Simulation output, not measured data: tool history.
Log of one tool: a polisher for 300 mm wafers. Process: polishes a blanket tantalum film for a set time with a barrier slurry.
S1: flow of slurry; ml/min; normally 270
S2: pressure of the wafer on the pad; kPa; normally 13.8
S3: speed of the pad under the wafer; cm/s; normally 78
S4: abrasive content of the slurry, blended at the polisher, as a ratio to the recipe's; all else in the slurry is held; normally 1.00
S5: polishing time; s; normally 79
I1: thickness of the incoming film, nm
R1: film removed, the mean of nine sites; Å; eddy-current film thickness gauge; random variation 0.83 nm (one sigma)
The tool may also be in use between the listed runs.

run	hour	S1	S2	S3	S4	S5	I1	R1
1	0.0	270	16.5	88	1.00	79	319.8	1373
# hour 40.8: head pressure recalibrated
2	79.9	270	16.5	88	1.00	79	323.2	1366
3	145.6	270	16.5	88	1.00	79	312.9	1353
# hour 208.2: worn pad replaced by a new one
4	233.3	310	13.8	78	1.00	79	322.5	1064
# hour 246.8: slurry blender recalibrated
5	304.6	310	13.8	78	1.00	79	317.7	1176
6	360.7	310	13.8	78	1.00	79	318.6	1147
7	427.7	270	13.8	78	1.00	79	321.0	1137
8	486.6	270	13.8	78	1.00	79	319.6	1123
9	541.1	270	13.8	78	1.00	79	315.2	1100
# hour 590.2: worn pad replaced by a new one
10	618.7	270	13.8	78	1.00	79	323.8	1054
# hour 635.3: slurry blender recalibrated
11	663.2	270	13.8	78	1.00	79	322.8	917
# hour 687.0: slurry nozzle cleaned
12	724.8	270	13.8	78	1.00	64	324.5	729
# hour 752.5: head pressure recalibrated
13	951.7	240	13.8	78	0.80	79	324.6	604
# hour 986.2: worn pad replaced by a new one
# hour 1022.6: slurry blender recalibrated, repeated, since the last time left the tool worse
14	1034.9	215	17.9	78	0.85	68	320.0	1040
15	1107.0	240	13.8	78	0.80	79	320.9	988
16	1161.7	270	13.8	58	1.00	79	323.0	939
17	1228.8	270	13.8	78	1.00	79	323.2	1111
18	1285.7	325	13.8	62	1.00	79	318.6	965
# hour 1352.1: slurry nozzle cleaned
# hour 1358.8: worn pad replaced by a new one
19	1365.1	270	13.8	78	0.85	63	316.2	761

Run 20 has not been measured yet. What should we expect?
# hour 1397.8: slurry blender recalibrated
20	1455.8	270	9.7	78	1.00	70	319.6	?

For run 20 the tool returned R1 833 Å.
Take away the tool's hidden state, keep the run-to-run variation as it was, and the same run would have given R1 835 Å.
